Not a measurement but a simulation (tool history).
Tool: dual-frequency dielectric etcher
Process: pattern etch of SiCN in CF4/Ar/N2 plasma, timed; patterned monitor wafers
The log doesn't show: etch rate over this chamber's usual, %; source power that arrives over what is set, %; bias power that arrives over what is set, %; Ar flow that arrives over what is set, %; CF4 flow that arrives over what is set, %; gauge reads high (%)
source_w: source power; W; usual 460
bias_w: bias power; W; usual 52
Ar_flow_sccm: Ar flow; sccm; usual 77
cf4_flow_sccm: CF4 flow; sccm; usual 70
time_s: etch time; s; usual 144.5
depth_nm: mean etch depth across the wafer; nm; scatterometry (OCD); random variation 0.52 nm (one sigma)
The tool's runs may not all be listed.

run,hour,source_w,bias_w,Ar_flow_sccm,cf4_flow_sccm,time_s,wafers since the last listed run,hours since the last wet clean,hours since the last source power generator calibration,hours since the last bias power generator calibration,hours since the last Ar flow controller change,hours since the last CF4 flow controller change,hours since the last upper electrode change,hours since the gauge calibration,"read-back reference wafer on the same gauge, depth_nm",depth_nm
1,0.0,460,52,77,70,144.5,0,158.0,4454.0,1829.6,2011.6,4151.5,4097.1,858.9,120.0,119.7
2,35.8,460,52,77,70,144.5,253,193.8,4489.8,1865.4,2047.4,4187.3,4132.9,894.7,119.7,118.5
3,62.5,460,52,77,70,144.5,189,220.5,4516.5,1892.1,2074.1,4214.0,4159.6,921.4,119.9,119.2
4,110.4,460,52,77,70,144.5,339,268.4,4564.4,1940.0,2122.0,4261.9,4207.5,969.3,120.0,117.9
5,139.7,460,60,77,70,163.0,207,297.7,4593.7,1969.3,2151.3,4291.2,4236.8,998.6,120.0,138.7
6,208.5,460,60,77,70,163.0,487,366.5,4662.5,2038.1,2220.1,4360.0,4305.6,1067.4,119.9,137.1
# hour 261.3: gauge calibrated
7,271.9,460,52,77,70,144.5,449,429.9,4725.9,2101.5,2283.5,4423.4,4369.0,10.6,119.9,116.2
# hour 292.7: source power generator calibrated
# hour 307.1: bias power generator calibrated
# hour 308.4: wet clean of the chamber
# hour 340.5: Ar flow controller replaced
8,341.0,460,52,77,70,144.5,381,32.6,48.3,33.9,0.5,4492.5,4438.1,79.7,120.2,119.7
9,363.7,460,52,77,70,144.5,160,55.3,71.0,56.6,23.2,4515.2,4460.8,102.4,120.0,118.5
10,415.9,460,52,71,70,144.5,369,107.5,123.2,108.8,75.4,4567.4,4513.0,154.6,119.9,119.9
11,460.8,460,41,65,70,126.0,318,152.4,168.1,153.7,120.3,4612.3,4557.9,199.5,119.9,99.6
# hour 498.9: CF4 flow controller replaced
12,530.2,460,52,77,70,144.5,449,221.8,237.5,223.1,189.7,31.3,4627.3,268.9,119.9,117.0
13,587.0,460,60,77,70,163.0,402,278.6,294.3,279.9,246.5,88.1,4684.1,325.7,120.1,136.6
14,656.4,420,52,91,70,144.5,491,348.0,363.7,349.3,315.9,157.5,4753.5,395.1,120.1,107.1
# hour 698.3: upper electrode replaced
15,698.8,540,52,77,87,144.5,130,390.4,406.1,391.7,358.3,199.9,0.5,437.5,119.8,132.7
16,738.0,410,42,77,86,183.0,277,429.6,445.3,430.9,397.5,239.1,39.7,476.7,119.8,131.7
17,779.8,580,64,77,63,127.5,296,471.4,487.1,472.7,439.3,280.9,81.5,518.5,119.9,121.9
# hour 828.9: wet clean of the chamber
18,829.4,460,52,72,70,144.5,181,0.5,536.7,522.3,488.9,330.5,131.1,568.1,120.1,123.1
19,893.5,460,52,77,70,107.5,454,64.6,600.8,586.4,553.0,394.6,195.2,632.2,119.8,89.4
20,919.4,420,52,61,70,144.5,183,90.5,626.7,612.3,578.9,420.5,221.1,658.1,120.1,116.9
21,949.2,360,62,77,79,144.5,211,120.3,656.5,642.1,608.7,450.3,250.9,687.9,120.1,112.0

4 ways to go on from here, each from the tool as it stands after run 21. What would each give?
A,949.7,460,52,77,70,144.5,3,120.8,657.0,642.6,609.2,450.8,251.4,688.4,?,?
B,949.7,540,52,69,70,144.5,3,120.8,657.0,642.6,609.2,450.8,251.4,688.4,?,?
C,949.7,530,52,96,85,144.5,3,120.8,657.0,642.6,609.2,450.8,251.4,688.4,?,?
D,949.7,410,52,77,70,183.0,3,120.8,657.0,642.6,609.2,450.8,251.4,688.4,?,?

run,"read-back reference wafer on the same gauge, depth_nm",depth_nm
A,120.2,119.6
B,120.2,134.4
C,120.2,131.8
D,120.2,141.2
Without the tool's hidden state the same runs would have given:
run,depth_nm
A,120.9
B,135.8
C,133.2
D,142.7

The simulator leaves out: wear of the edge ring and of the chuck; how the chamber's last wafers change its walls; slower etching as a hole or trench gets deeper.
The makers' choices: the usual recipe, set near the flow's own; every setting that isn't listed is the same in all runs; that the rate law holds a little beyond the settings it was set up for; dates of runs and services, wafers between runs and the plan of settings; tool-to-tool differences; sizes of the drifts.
